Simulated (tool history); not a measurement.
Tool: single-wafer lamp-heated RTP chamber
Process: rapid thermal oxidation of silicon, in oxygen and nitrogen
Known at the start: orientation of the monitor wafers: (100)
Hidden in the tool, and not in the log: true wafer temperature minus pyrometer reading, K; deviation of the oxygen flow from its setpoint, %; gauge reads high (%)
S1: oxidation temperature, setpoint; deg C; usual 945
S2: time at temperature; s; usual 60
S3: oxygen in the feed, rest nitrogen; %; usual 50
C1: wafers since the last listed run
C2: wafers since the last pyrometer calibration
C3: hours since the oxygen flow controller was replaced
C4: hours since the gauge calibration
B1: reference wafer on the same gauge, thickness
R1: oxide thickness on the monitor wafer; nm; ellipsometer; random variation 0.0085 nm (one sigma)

run     day   S1  S2  S3   C1    C2      C3      C4     B1     R1
  1       0  945  60  31    0   425  3436.3   650.2    2.9   2.66
  2   1.333  945  60  31  441   866  3468.3   682.2    2.9  2.667
  3   3.212  945  60  31  621  1488  3513.4   727.3  2.899  2.672
  4    4.55  945  38  56  442  1930  3545.5   759.4    2.9  2.628
  5   5.617  945  38  56  352  2283  3571.1     785  2.901  2.653
  6   8.017  945  38  56  794  3077  3628.7   842.6  2.901   2.65
     11.038  -- pyrometer window cleaned and pyrometer calibrated
  7  11.058  945  60  50  896     6  3701.7   915.6  2.903  3.074
  8  13.371  945  60  50  765   771  3757.2   971.1  2.898  3.071
  9  15.546  945  60  50  719  1491  3809.4  1023.3    2.9  3.079
 10  17.008  954  60  50  483  1975  3844.5  1058.4    2.9  3.246
     18.158  -- pyrometer window cleaned and pyrometer calibrated, repeated, since the last time left the tool worse
 11  18.829  954  60  50  492   222  3888.2  1102.1  2.903  3.113
 12  20.179  945  60  50  446   669  3920.6  1134.5  2.896   2.95
 13  22.042  945  60  50  616  1285  3965.3  1179.2  2.901  2.955
 14  23.858  925  60  50  601  1886  4008.9  1222.8  2.898  2.658
 15  26.529  957  79  67  883  2770    4073  1286.9    2.9  3.877
 16  28.033  945  60  27  497  3268  4109.1    1323  2.903   2.62
     29.646  -- pyrometer window cleaned and pyrometer calibrated
 17  29.921  956  69  77  514    90  4154.4  1368.3  2.901  3.776
     31.625  -- gauge calibrated
 18  32.558  945  32  50  872   963  4217.7    22.4  2.901  2.456
 19  35.321  962  77  50  914  1877    4284    88.7  2.897  3.611
     37.571  -- oxygen flow controller replaced
 20  38.233  958  60  60  853  2730    15.9   158.6  2.897  3.391

The next listed run, before its measurement:
     39.654  -- pyrometer window cleaned and pyrometer calibrated
 21  39.675  929  75  21  366   6  50.5  193.2   ?   ?

Run 21 gave B1 2.903, R1 2.475 nm.
Without the tool's hidden state the same run would have given R1 2.473 nm.
